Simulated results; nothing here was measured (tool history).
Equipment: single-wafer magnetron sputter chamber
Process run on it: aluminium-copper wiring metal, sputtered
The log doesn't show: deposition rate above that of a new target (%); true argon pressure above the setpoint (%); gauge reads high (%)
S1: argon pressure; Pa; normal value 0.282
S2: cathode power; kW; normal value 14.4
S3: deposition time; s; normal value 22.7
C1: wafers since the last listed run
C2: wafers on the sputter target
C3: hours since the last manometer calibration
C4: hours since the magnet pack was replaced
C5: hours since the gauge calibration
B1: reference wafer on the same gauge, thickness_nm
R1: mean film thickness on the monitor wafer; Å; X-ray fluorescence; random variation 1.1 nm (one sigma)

{"run": 1, "hour": 0.0, "S1": 0.282, "S2": 12.95, "S3": 22.7, "C1": 0, "C2": 1826, "C3": 2066.8, "C4": 3374.8, "C5": 31.8, "B1": 618.807, "R1": 4939.12}
{"run": 2, "hour": 39.2, "S1": 0.198, "S2": 14.4, "S3": 25.8, "C1": 626, "C2": 2452, "C3": 2106, "C4": 3414, "C5": 71, "B1": 619.14, "R1": 6272.98}
{"hour": 61.0, "done": "sputter target and shields replaced"}
{"run": 3, "hour": 69.9, "S1": 0.198, "S2": 14.4, "S3": 25.8, "C1": 362, "C2": 142, "C3": 2136.7, "C4": 3444.7, "C5": 101.7, "B1": 619.158, "R1": 6268.68}
{"run": 4, "hour": 121.6, "S1": 0.282, "S2": 14.4, "S3": 22.7, "C1": 825, "C2": 968, "C3": 2188.4, "C4": 3496.4, "C5": 153.4, "B1": 619.083, "R1": 5285.25}
{"run": 5, "hour": 146.6, "S1": 0.282, "S2": 14.4, "S3": 22.7, "C1": 399, "C2": 1367, "C3": 2213.4, "C4": 3521.4, "C5": 178.4, "B1": 618.755, "R1": 5310.04}
{"run": 6, "hour": 195.7, "S1": 0.282, "S2": 14.4, "S3": 22.7, "C1": 784, "C2": 2152, "C3": 2262.5, "C4": 3570.5, "C5": 227.5, "B1": 618.752, "R1": 5298.6}
{"hour": 239.8, "done": "sputter target and shields replaced"}
{"run": 7, "hour": 240.4, "S1": 0.282, "S2": 14.4, "S3": 22.7, "C1": 586, "C2": 8, "C3": 2307.2, "C4": 3615.2, "C5": 272.2, "B1": 619.062, "R1": 5285.1}
{"run": 8, "hour": 287.5, "S1": 0.282, "S2": 14.4, "S3": 22.7, "C1": 752, "C2": 761, "C3": 2354.3, "C4": 3662.3, "C5": 319.3, "B1": 618.961, "R1": 5293.3}
{"run": 9, "hour": 327.2, "S1": 0.282, "S2": 14.4, "S3": 22.7, "C1": 634, "C2": 1395, "C3": 2394, "C4": 3702, "C5": 359, "B1": 619.199, "R1": 5289.94}
{"hour": 372.5, "done": "capacitance manometer re-zeroed and calibrated"}
{"run": 10, "hour": 386.5, "S1": 0.179, "S2": 11.5, "S3": 22.7, "C1": 819, "C2": 2214, "C3": 14, "C4": 3761.3, "C5": 418.3, "B1": 619.244, "R1": 4874.02}
{"hour": 400.0, "done": "sputter target and shields replaced"}
{"run": 11, "hour": 446.9, "S1": 0.226, "S2": 11.65, "S3": 21.5, "C1": 836, "C2": 749, "C3": 74.4, "C4": 3821.7, "C5": 478.7, "B1": 619.164, "R1": 4503.78}
{"hour": 490.8, "done": "magnet pack replaced"}
{"run": 12, "hour": 502.6, "S1": 0.219, "S2": 15.55, "S3": 26.3, "C1": 761, "C2": 1511, "C3": 130.1, "C4": 11.8, "C5": 534.4, "B1": 618.761, "R1": 6632.5}
{"run": 13, "hour": 529.9, "S1": 0.282, "S2": 14.4, "S3": 22.7, "C1": 436, "C2": 1947, "C3": 157.4, "C4": 39.1, "C5": 561.7, "B1": 618.787, "R1": 5305.43}
{"run": 14, "hour": 559.6, "S1": 0.198, "S2": 14.4, "S3": 25.8, "C1": 474, "C2": 2421, "C3": 187.1, "C4": 68.8, "C5": 591.4, "B1": 619.075, "R1": 6268.89}
{"hour": 568.7, "done": "sputter target and shields replaced"}
{"hour": 569.6, "done": "gauge calibrated"}
{"run": 15, "hour": 626.7, "S1": 0.282, "S2": 14.4, "S3": 22.7, "C1": 943, "C2": 926, "C3": 254.2, "C4": 135.9, "C5": 57.1, "B1": 619.283, "R1": 5285.81}
{"run": 16, "hour": 687.0, "S1": 0.208, "S2": 15.95, "S3": 22.7, "C1": 963, "C2": 1889, "C3": 314.5, "C4": 196.2, "C5": 117.4, "B1": 619.159, "R1": 5857.12}
{"run": 17, "hour": 730.3, "S1": 0.355, "S2": 15.35, "S3": 20.3, "C1": 691, "C2": 2581, "C3": 357.8, "C4": 239.5, "C5": 160.7, "B1": 618.964, "R1": 4737.01}
{"hour": 755.4, "done": "sputter target and shields replaced"}
{"run": 18, "hour": 779.8, "S1": 0.282, "S2": 14.4, "S3": 22.7, "C1": 662, "C2": 390, "C3": 407.3, "C4": 289, "C5": 210.2, "B1": 619.178, "R1": 5301.42}
{"run": 19, "hour": 821.1, "S1": 0.322, "S2": 12.8, "S3": 19.2, "C1": 659, "C2": 1049, "C3": 448.6, "C4": 330.3, "C5": 251.5, "B1": 619.166, "R1": 4068.93}

Take each entry between the runs: how does the hidden state at the last listed run before it differ from the hidden state at the first listed run after it?
Logged between run 2 and run 3: sputter target and shields replaced (hour 61)
  no hidden state differs between the two runs
Logged between run 6 and run 7: sputter target and shields replaced (hour 239.8)
  no hidden state differs between the two runs
Logged between run 9 and run 10: capacitance manometer re-zeroed and calibrated (hour 372.5)
  no hidden state differs between the two runs
Logged between run 10 and run 11: sputter target and shields replaced (hour 400)
  no hidden state differs between the two runs
Logged between run 11 and run 12: magnet pack replaced (hour 490.8)
  no hidden state differs between the two runs
Logged between run 14 and run 15: sputter target and shields replaced (hour 568.7); gauge calibrated (hour 569.6)
  no hidden state differs between the two runs
Logged between run 17 and run 18: sputter target and shields replaced (hour 755.4)
  no hidden state differs between the two runs

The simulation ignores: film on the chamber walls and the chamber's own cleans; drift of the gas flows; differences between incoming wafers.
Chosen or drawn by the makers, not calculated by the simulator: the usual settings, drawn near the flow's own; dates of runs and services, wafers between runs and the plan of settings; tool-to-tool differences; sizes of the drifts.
